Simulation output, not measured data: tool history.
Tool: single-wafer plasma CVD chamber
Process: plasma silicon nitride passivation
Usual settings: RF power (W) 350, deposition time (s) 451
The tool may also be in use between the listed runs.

run     day  RF power (W)  deposition time (s)  wafers since the last listed run  hours since the last RF generator calibration  hours since the showerhead was replaced  hours since the gauge calibration  read-back reference wafer on the same gauge, thickness_nm  mean film thickness on the monitor wafer (angstrom)
  1       0           350                  451                                 0                                          836.2                                   7549.9                               62.9                                                    826.518                                              6699.97
  2   1.025           350                  451                               118                                          860.8                                   7574.5                               87.5                                                    826.194                                              6701.22
  3   1.808           350                  387                                90                                          879.6                                   7593.3                              106.3                                                    827.109                                               5747.2
  4   2.892           320                  451                               124                                          905.6                                   7619.3                              132.3                                                    826.416                                              6467.58
  5   4.092           320                  451                               138                                          934.4                                   7648.1                              161.1                                                    824.878                                              6475.71
  6   7.138           350                  451                               351                                         1007.5                                   7721.2                              234.2                                                    826.398                                              6683.26
  7   7.954           350                  451                                94                                         1027.1                                   7740.8                              253.8                                                    826.316                                              6653.04
  8   8.767           350                  451                                93                                         1046.6                                   7760.3                              273.3                                                    825.485                                              6740.87
  9   9.275           305                  451                                58                                         1058.8                                   7772.5                              285.5                                                    825.577                                              6338.22
 10  10.562           310                  451                               148                                         1089.7                                   7803.4                              316.4                                                    826.335                                              6392.81
 11  11.862           310                  451                               149                                         1120.9                                   7834.6                              347.6                                                    826.779                                              6385.91
 12    12.4           310                  451                                61                                         1133.8                                   7847.5                              360.5                                                    825.567                                              6368.47
 13  13.542           350                  451                               131                                         1161.2                                   7874.9                              387.9                                                    826.388                                              6688.98
 14  14.983           350                  451                               166                                         1195.8                                   7909.5                              422.5                                                    826.352                                              6697.15
     16.454  -- RF generator calibrated
     16.767  -- showerhead replaced
 15  16.788           350                  451                               133                                              8                                      0.5                              465.8                                                    825.741                                              6875.73
 16  17.146           350                  520                                41                                           16.6                                      9.1                              474.4                                                    825.881                                              7949.44
 17  17.946           350                  520                                92                                           35.8                                     28.3                              493.6                                                    826.183                                              7905.05
 18  19.017           365                  491                               123                                           61.5                                       54                              519.3                                                    826.751                                              7625.07
     21.821  -- gauge calibrated
 19  23.204           350                  401                               482                                            162                                    154.5                               33.2                                                    826.471                                              6071.08
 20  27.642           350                  387                               511                                          268.5                                      261                              139.7                                                    826.065                                               5810.4
 21  28.908           350                  451                               145                                          298.9                                    291.4                              170.1                                                    826.469                                              6789.71
 22  30.138           305                  399                               141                                          328.4                                    320.9                              199.6                                                    825.327                                              5662.04
 23    30.8           280                  451                                76                                          344.3                                    336.8                              215.5                                                    825.359                                              6190.63
 24  32.017           400                  381                               140                                          373.5                                      366                              244.7                                                    825.623                                               5988.3
 25  33.467           350                  451                               167                                          408.3                                    400.8                              279.5                                                    825.883                                              6779.75
 26  34.667           350                  518                               138                                          437.1                                    429.6                              308.3                                                    826.381                                              7743.33
 27  35.967           370                  487                               149                                          468.3                                    460.8                              339.5                                                    826.043                                              7464.83
 28  36.521           350                  484                                63                                          481.6                                    474.1                              352.8                                                    825.532                                               7262.7
 29  37.075           350                  451                                63                                          494.9                                    487.4                              366.1                                                    826.642                                              6758.19
 30   38.05           405                  383                               112                                          518.3                                    510.8                              389.5                                                    825.266                                              6072.34
 31  38.588           350                  396                                61                                          531.2                                    523.7                              402.4                                                    826.852                                              5904.77
 32  39.179           280                  488                                68                                          545.4                                    537.9                              416.6                                                    826.669                                               6599.2
 33   39.75           410                  405                                65                                          559.1                                    551.6                              430.3                                                    826.453                                              6415.32
 34  40.996           380                  404                               143                                            589                                    581.5                              460.2                                                    827.122                                              6206.15
     41.971  -- gauge calibrated
 35  42.921           315                  402                               221                                          635.2                                    627.7                               22.8                                                    826.002                                              5725.31
 36  44.367           350                  451                               166                                          669.9                                    662.4                               57.5                                                    825.789                                              6710.46

Hidden state or all else? Some run-to-run changes of mean film thickness on the monitor wafer (angstrom), split into what the settings, what came in and random variation would give without the hidden state, and what is left for the hidden state (with any gauge scatter that isn't in both results):
The hidden state here: delivered RF power above the setpoint (%); gauge reads high (%).
Run 14 -> 15: RF generator calibrated, showerhead replaced. mean film thickness on the monitor wafer (angstrom) +178.58: hidden state +196.09, all else -17.51.
Run 15 -> 16: deposition time (s) 451 -> 520. mean film thickness on the monitor wafer (angstrom) +1073.71: hidden state -11.52, all else +1085.23.
Run 18 -> 19: RF power (W) 365 -> 350, deposition time (s) 491 -> 401, gauge calibrated. mean film thickness on the monitor wafer (angstrom) -1553.99: hidden state -23.59, all else -1530.4.
Run 21 -> 22: RF power (W) 350 -> 305, deposition time (s) 451 -> 399. mean film thickness on the monitor wafer (angstrom) -1127.67: hidden state +18.91, all else -1146.58.
Run 25 -> 26: deposition time (s) 451 -> 518. mean film thickness on the monitor wafer (angstrom) +963.58: hidden state -33.77, all else +997.35.
Run 35 -> 36: RF power (W) 315 -> 350, deposition time (s) 402 -> 451. mean film thickness on the monitor wafer (angstrom) +985.15: hidden state -37.79, all else +1022.94.
